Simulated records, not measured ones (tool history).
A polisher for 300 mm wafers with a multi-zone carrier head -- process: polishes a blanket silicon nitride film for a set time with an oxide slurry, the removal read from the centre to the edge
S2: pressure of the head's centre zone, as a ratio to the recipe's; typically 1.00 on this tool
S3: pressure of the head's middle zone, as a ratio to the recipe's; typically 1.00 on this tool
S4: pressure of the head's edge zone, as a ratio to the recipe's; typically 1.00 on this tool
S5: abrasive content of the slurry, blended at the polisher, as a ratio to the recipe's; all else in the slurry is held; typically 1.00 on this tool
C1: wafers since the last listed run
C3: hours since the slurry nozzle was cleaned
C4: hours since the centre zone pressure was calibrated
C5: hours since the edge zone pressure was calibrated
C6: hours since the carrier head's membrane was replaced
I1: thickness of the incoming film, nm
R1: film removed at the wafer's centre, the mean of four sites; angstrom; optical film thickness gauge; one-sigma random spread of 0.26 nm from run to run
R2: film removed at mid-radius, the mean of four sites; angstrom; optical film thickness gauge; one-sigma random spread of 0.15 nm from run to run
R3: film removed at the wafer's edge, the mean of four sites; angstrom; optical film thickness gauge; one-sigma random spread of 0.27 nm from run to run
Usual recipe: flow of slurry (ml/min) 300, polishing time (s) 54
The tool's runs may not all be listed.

{"run": 1, "hour": 0.0, "flow of slurry (ml/min)": 300, "S2": 1.0, "S3": 0.93, "S4": 1.0, "S5": 1.2, "polishing time (s)": 54, "C1": 0, "wafers polished on this pad": 1351, "C3": 94.6, "C4": 854.8, "C5": 63.9, "C6": 1354.1, "I1": 389.6, "R1": 232, "R2": 191, "R3": 214}
{"hour": 12.2, "done": "worn pad replaced by a new one"}
{"run": 2, "hour": 12.7, "flow of slurry (ml/min)": 235, "S2": 0.93, "S3": 1.0, "S4": 1.0, "S5": 1.2, "polishing time (s)": 68, "C1": 86, "wafers polished on this pad": 4, "C3": 107.3, "C4": 867.5, "C5": 76.6, "C6": 1366.8, "I1": 385.6, "R1": 260, "R2": 255, "R3": 264}
{"hour": 26.1, "done": "carrier head's membrane replaced by a new one"}
{"run": 3, "hour": 26.6, "flow of slurry (ml/min)": 300, "S2": 1.0, "S3": 1.0, "S4": 1.0, "S5": 1.0, "polishing time (s)": 54, "C1": 88, "wafers polished on this pad": 92, "C3": 121.2, "C4": 881.4, "C5": 90.5, "C6": 0.5, "I1": 388.8, "R1": 224, "R2": 193, "R3": 196}
{"hour": 30.5, "done": "centre zone pressure recalibrated"}
{"run": 4, "hour": 32.6, "flow of slurry (ml/min)": 300, "S2": 0.94, "S3": 1.1, "S4": 1.0, "S5": 1.25, "polishing time (s)": 54, "C1": 39, "wafers polished on this pad": 132, "C3": 127.2, "C4": 2.1, "C5": 96.5, "C6": 6.5, "I1": 392.8, "R1": 196, "R2": 224, "R3": 209}
{"run": 5, "hour": 42.3, "flow of slurry (ml/min)": 215, "S2": 1.0, "S3": 1.0, "S4": 1.0, "S5": 0.85, "polishing time (s)": 46, "C1": 96, "wafers polished on this pad": 228, "C3": 136.9, "C4": 11.8, "C5": 106.2, "C6": 16.2, "I1": 389.9, "R1": 155, "R2": 152, "R3": 158}
{"run": 6, "hour": 57.8, "flow of slurry (ml/min)": 300, "S2": 1.0, "S3": 1.0, "S4": 1.0, "S5": 1.0, "polishing time (s)": 54, "C1": 153, "wafers polished on this pad": 382, "C3": 152.4, "C4": 27.3, "C5": 121.7, "C6": 31.7, "I1": 389.3, "R1": 193, "R2": 193, "R3": 197}
{"run": 7, "hour": 66.3, "flow of slurry (ml/min)": 245, "S2": 1.0, "S3": 1.0, "S4": 1.0, "S5": 0.9, "polishing time (s)": 54, "C1": 84, "wafers polished on this pad": 466, "C3": 160.9, "C4": 35.8, "C5": 130.2, "C6": 40.2, "I1": 394.8, "R1": 190, "R2": 187, "R3": 194}
{"run": 8, "hour": 73.5, "flow of slurry (ml/min)": 300, "S2": 1.0, "S3": 1.0, "S4": 1.0, "S5": 1.0, "polishing time (s)": 54, "C1": 71, "wafers polished on this pad": 538, "C3": 168.1, "C4": 43.0, "C5": 137.4, "C6": 47.4, "I1": 391.2, "R1": 202, "R2": 193, "R3": 198}
{"run": 9, "hour": 90.5, "flow of slurry (ml/min)": 300, "S2": 1.0, "S3": 1.0, "S4": 1.0, "S5": 1.0, "polishing time (s)": 54, "C1": 168, "wafers polished on this pad": 706, "C3": 185.1, "C4": 60.0, "C5": 154.4, "C6": 64.4, "I1": 384.4, "R1": 197, "R2": 192, "R3": 199}
{"run": 10, "hour": 97.1, "flow of slurry (ml/min)": 340, "S2": 1.07, "S3": 1.0, "S4": 1.0, "S5": 1.0, "polishing time (s)": 54, "C1": 65, "wafers polished on this pad": 772, "C3": 191.7, "C4": 66.6, "C5": 161.0, "C6": 71.0, "I1": 387.3, "R1": 210, "R2": 193, "R3": 195}
{"run": 11, "hour": 114.3, "flow of slurry (ml/min)": 260, "S2": 1.0, "S3": 1.0, "S4": 1.09, "S5": 0.8, "polishing time (s)": 48, "C1": 170, "wafers polished on this pad": 943, "C3": 208.9, "C4": 83.8, "C5": 178.2, "C6": 88.2, "I1": 391.3, "R1": 162, "R2": 157, "R3": 169}
{"run": 12, "hour": 128.2, "flow of slurry (ml/min)": 300, "S2": 0.97, "S3": 1.0, "S4": 1.0, "S5": 1.2, "polishing time (s)": 43, "C1": 137, "wafers polished on this pad": 1081, "C3": 222.8, "C4": 97.7, "C5": 192.1, "C6": 102.1, "I1": 385.8, "R1": 162, "R2": 165, "R3": 169}
{"run": 13, "hour": 140.1, "flow of slurry (ml/min)": 385, "S2": 0.92, "S3": 0.94, "S4": 1.04, "S5": 1.0, "polishing time (s)": 54, "C1": 118, "wafers polished on this pad": 1199, "C3": 234.7, "C4": 109.6, "C5": 204.0, "C6": 114.0, "I1": 387.2, "R1": 182, "R2": 185, "R3": 204}
{"hour": 147.5, "done": "worn pad replaced by a new one"}
{"run": 14, "hour": 168.0, "flow of slurry (ml/min)": 300, "S2": 1.0, "S3": 1.0, "S4": 1.0, "S5": 1.0, "polishing time (s)": 54, "C1": 237, "wafers polished on this pad": 202, "C3": 262.6, "C4": 137.5, "C5": 231.9, "C6": 141.9, "I1": 394.8, "R1": 198, "R2": 193, "R3": 196}
{"run": 15, "hour": 182.1, "flow of slurry (ml/min)": 300, "S2": 1.0, "S3": 1.0, "S4": 1.0, "S5": 0.75, "polishing time (s)": 40, "C1": 139, "wafers polished on this pad": 342, "C3": 276.7, "C4": 151.6, "C5": 246.0, "C6": 156.0, "I1": 392.3, "R1": 135, "R2": 129, "R3": 133}
{"run": 16, "hour": 191.4, "flow of slurry (ml/min)": 330, "S2": 1.0, "S3": 1.0, "S4": 1.11, "S5": 0.8, "polishing time (s)": 54, "C1": 92, "wafers polished on this pad": 435, "C3": 286.0, "C4": 160.9, "C5": 255.3, "C6": 165.3, "I1": 396.2, "R1": 186, "R2": 178, "R3": 197}
{"run": 17, "hour": 204.2, "flow of slurry (ml/min)": 300, "S2": 1.0, "S3": 1.11, "S4": 0.95, "S5": 0.7, "polishing time (s)": 54, "C1": 127, "wafers polished on this pad": 562, "C3": 298.8, "C4": 173.7, "C5": 268.1, "C6": 178.1, "I1": 389.4, "R1": 170, "R2": 184, "R3": 166}
{"run": 18, "hour": 218.5, "flow of slurry (ml/min)": 275, "S2": 1.0, "S3": 1.0, "S4": 1.0, "S5": 1.0, "polishing time (s)": 54, "C1": 141, "wafers polished on this pad": 704, "C3": 313.1, "C4": 188.0, "C5": 282.4, "C6": 192.4, "I1": 381.6, "R1": 197, "R2": 192, "R3": 196}
{"run": 19, "hour": 234.6, "flow of slurry (ml/min)": 300, "S2": 1.06, "S3": 1.1, "S4": 1.0, "S5": 1.2, "polishing time (s)": 71, "C1": 159, "wafers polished on this pad": 863, "C3": 329.2, "C4": 204.1, "C5": 298.5, "C6": 208.5, "I1": 397.2, "R1": 298, "R2": 295, "R3": 278}
{"run": 20, "hour": 241.7, "flow of slurry (ml/min)": 300, "S2": 1.0, "S3": 1.0, "S4": 1.0, "S5": 1.0, "polishing time (s)": 71, "C1": 70, "wafers polished on this pad": 934, "C3": 336.3, "C4": 211.2, "C5": 305.6, "C6": 215.6, "I1": 392.4, "R1": 261, "R2": 254, "R3": 265}
{"run": 21, "hour": 251.7, "flow of slurry (ml/min)": 300, "S2": 1.0, "S3": 1.0, "S4": 1.0, "S5": 1.2, "polishing time (s)": 49, "C1": 99, "wafers polished on this pad": 1033, "C3": 346.3, "C4": 221.2, "C5": 315.6, "C6": 225.6, "I1": 390.4, "R1": 194, "R2": 184, "R3": 193}
{"run": 22, "hour": 261.0, "flow of slurry (ml/min)": 300, "S2": 1.0, "S3": 1.1, "S4": 0.94, "S5": 1.0, "polishing time (s)": 54, "C1": 92, "wafers polished on this pad": 1125, "C3": 355.6, "C4": 230.5, "C5": 324.9, "C6": 234.9, "I1": 385.4, "R1": 199, "R2": 210, "R3": 195}

Give the tool's hidden conditions for every run:
removal rate lost through wear of the pad, %: 0 in every run
slurry flow missing at the pad, %: 0 in every run
deviation of the edge zone's pressure from its setpoint, %: 0 in every run
H1: deviation of the centre zone's pressure from its setpoint, %
run=1 H1=10.1
run=2 H1=10.3
run=3 H1=10.6
run=4 H1=-0.576
run=5 H1=-0.574
run=6 H1=-0.567
run=7 H1=-0.561
run=8 H1=-0.554
run=9 H1=-0.534
run=10 H1=-0.525
run=11 H1=-0.495
run=12 H1=-0.466
run=13 H1=-0.437
run=14 H1=-0.358
run=15 H1=-0.311
run=16 H1=-0.277
run=17 H1=-0.228
run=18 H1=-0.168
run=19 H1=-0.0953
run=20 H1=-0.0613
run=21 H1=-0.0114
run=22 H1=0.037
